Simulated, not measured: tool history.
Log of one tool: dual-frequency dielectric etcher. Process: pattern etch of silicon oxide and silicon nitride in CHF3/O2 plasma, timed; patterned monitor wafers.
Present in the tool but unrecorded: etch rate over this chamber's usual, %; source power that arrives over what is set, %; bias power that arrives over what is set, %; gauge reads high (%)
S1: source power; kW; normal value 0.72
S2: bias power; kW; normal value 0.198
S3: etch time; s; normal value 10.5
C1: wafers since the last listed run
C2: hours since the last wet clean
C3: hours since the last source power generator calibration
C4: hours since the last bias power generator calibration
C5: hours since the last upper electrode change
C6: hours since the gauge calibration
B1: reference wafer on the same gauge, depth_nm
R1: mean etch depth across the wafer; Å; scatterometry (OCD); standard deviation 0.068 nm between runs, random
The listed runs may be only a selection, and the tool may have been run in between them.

Run 1, hour 0: usual settings; C1 0; C2 374.2; C3 3364.4; C4 1034.3; C5 3416.1; C6 272.4; B1 22.69. Result: R1 189.8 Å.
Run 2, hour 63.9: usual settings; C1 1178; C2 438.1; C3 3428.3; C4 1098.2; C5 3480; C6 336.3; B1 22.69. Result: R1 189.9 Å.
At hour 91.3: wet clean of the chamber.
Run 3, hour 122.6: usual settings; C1 640; C2 31.3; C3 3487; C4 1156.9; C5 3538.7; C6 395; B1 22.74. Result: R1 191.1 Å.
Run 4, hour 188.7: usual settings but S1 0.61 kW, S2 0.21 kW; C1 1219; C2 97.4; C3 3553.1; C4 1223; C5 3604.8; C6 461.1; B1 22.67. Result: R1 182 Å.
Run 5, hour 236.3: usual settings but S3 12.5 s; C1 878; C2 145; C3 3600.7; C4 1270.6; C5 3652.4; C6 508.7; B1 22.71. Result: R1 227 Å.
Run 6, hour 295.8: usual settings but S3 9 s; C1 1097; C2 204.5; C3 3660.2; C4 1330.1; C5 3711.9; C6 568.2; B1 22.66. Result: R1 163.8 Å.
Run 7, hour 349.4: usual settings but S3 9 s; C1 988; C2 258.1; C3 3713.8; C4 1383.7; C5 3765.5; C6 621.8; B1 22.7. Result: R1 163 Å.
Run 8, hour 418.5: usual settings but S3 9 s; C1 1274; C2 327.2; C3 3782.9; C4 1452.8; C5 3834.6; C6 690.9; B1 22.71. Result: R1 163.7 Å.
Run 9, hour 477.8: usual settings; C1 1093; C2 386.5; C3 3842.2; C4 1512.1; C5 3893.9; C6 750.2; B1 22.69. Result: R1 191 Å.
Run 10, hour 513.8: usual settings; C1 664; C2 422.5; C3 3878.2; C4 1548.1; C5 3929.9; C6 786.2; B1 22.69. Result: R1 190.4 Å.
At hour 543.4: wet clean of the chamber.
Run 11, hour 551.7: usual settings; C1 256; C2 8.3; C3 3916.1; C4 1586; C5 3967.8; C6 824.1; B1 22.75. Result: R1 190.1 Å.
At hour 565.6: bias power generator calibrated.
Run 12, hour 592: usual settings; C1 669; C2 48.6; C3 3956.4; C4 26.4; C5 4008.1; C6 864.4; B1 22.68. Result: R1 189.9 Å.
Run 13, hour 657.1: usual settings; C1 1200; C2 113.7; C3 4021.5; C4 91.5; C5 4073.2; C6 929.5; B1 22.71. Result: R1 190.1 Å.
Run 14, hour 688.5: usual settings but S1 0.77 kW, S2 0.17 kW, S3 13.5 s; C1 579; C2 145.1; C3 4052.9; C4 122.9; C5 4104.6; C6 960.9; B1 22.7. Result: R1 242.2 Å.
Run 15, hour 714.6: usual settings but S1 0.6 kW, S3 9.5 s; C1 481; C2 171.2; C3 4079; C4 149; C5 4130.7; C6 987; B1 22.71. Result: R1 162.2 Å.
Run 16, hour 743.2: usual settings; C1 527; C2 199.8; C3 4107.6; C4 177.6; C5 4159.3; C6 1015.6; B1 22.72. Result: R1 190.7 Å.
At hour 827.2: upper electrode replaced.
Run 17, hour 827.7: usual settings but S1 0.66 kW, S2 0.158 kW, S3 7.5 s; C1 1116; C2 284.3; C3 4192.1; C4 262.1; C5 0.5; C6 1100.1; B1 22.74. Result: R1 125.6 Å.
Run 18, hour 858.9: usual settings but S1 0.86 kW; C1 575; C2 315.5; C3 4223.3; C4 293.3; C5 31.7; C6 1131.3; B1 22.73. Result: R1 202.9 Å.
Run 19, hour 921.5: usual settings but S1 0.8 kW, S3 8 s; C1 1154; C2 378.1; C3 4285.9; C4 355.9; C5 94.3; C6 1193.9; B1 22.71. Result: R1 150.4 Å.
At hour 980.6: gauge calibrated.
At hour 1031.4: wet clean of the chamber.
At hour 1044.1: source power generator calibrated.
Run 20, hour 1110.2: usual settings but S1 0.81 kW, S2 0.239 kW, S3 8 s; C1 2964; C2 78.8; C3 66.1; C4 544.6; C5 283; C6 129.6; B1 22.68. Result: R1 158.1 Å.
Run 21, hour 1179.7: usual settings but S1 0.61 kW, S2 0.165 kW, S3 11.5 s; C1 1282; C2 148.3; C3 135.6; C4 614.1; C5 352.5; C6 199.1; B1 22.71. Result: R1 190.3 Å.
Run 22, hour 1204.1: usual settings but S1 0.83 kW, S2 0.232 kW; C1 450; C2 172.7; C3 160; C4 638.5; C5 376.9; C6 223.5; B1 22.7. Result: R1 206.2 Å.
Run 23, hour 1263.4: usual settings but S1 0.89 kW; C1 1093; C2 232; C3 219.3; C4 697.8; C5 436.2; C6 282.8; B1 22.72. Result: R1 203.4 Å.
Run 24, hour 1321.5: usual settings; C1 1071; C2 290.1; C3 277.4; C4 755.9; C5 494.3; C6 340.9; B1 22.75. Result: R1 190 Å.
At hour 1478.1: wet clean of the chamber.
Run 25, hour 1478.6: usual settings but S1 0.84 kW, S2 0.18 kW, S3 9 s; C1 2455; C2 0.5; C3 434.5; C4 913; C5 651.4; C6 498; B1 22.7. Result: R1 169.5 Å.
Run 26, hour 1505.6: usual settings; C1 498; C2 27.5; C3 461.5; C4 940; C5 678.4; C6 525; B1 22.66. Result: R1 190.5 Å.
Run 27, hour 1570.8: usual settings but S3 8 s; C1 1202; C2 92.7; C3 526.7; C4 1005.2; C5 743.6; C6 590.2; B1 22.68. Result: R1 145.6 Å.
Run 28, hour 1625.7: usual settings but S1 0.58 kW, S2 0.175 kW; C1 1012; C2 147.6; C3 581.6; C4 1060.1; C5 798.5; C6 645.1; B1 22.7. Result: R1 172.7 Å.
Run 29, hour 1652.5: usual settings but S1 0.56 kW; C1 494; C2 174.4; C3 608.4; C4 1086.9; C5 825.3; C6 671.9; B1 22.72. Result: R1 175.2 Å.
Run 30, hour 1701.7: usual settings but S2 0.169 kW, S3 8.5 s; C1 907; C2 223.6; C3 657.6; C4 1136.1; C5 874.5; C6 721.1; B1 22.72. Result: R1 149.5 Å.

Consider 3 possible next runs. They are alternatives, not a sequence: every one starts from the tool as it was left by run 30. What does each give?
Run A, hour 1702.1: usual settings but S2 0.214 kW; C1 7; C2 224; C3 658; C4 1136.5; C5 874.9; C6 721.5; B1 ?. Result: R1 ?.
Run B, hour 1702.1: usual settings but S1 0.77 kW, S2 0.224 kW, S3 9.5 s; C1 7; C2 224; C3 658; C4 1136.5; C5 874.9; C6 721.5; B1 ?. Result: R1 ?.
Run C, hour 1702.1: usual settings but S1 0.65 kW, S2 0.225 kW, S3 9.5 s; C1 7; C2 224; C3 658; C4 1136.5; C5 874.9; C6 721.5; B1 ?. Result: R1 ?.

run     B1     R1
  A  22.74  194.7
  B  22.74  182.1
  C  22.74    172
Without the tool's hidden state the same runs would have given:
run     R1
  A  194.7
  B  182.1
  C    172
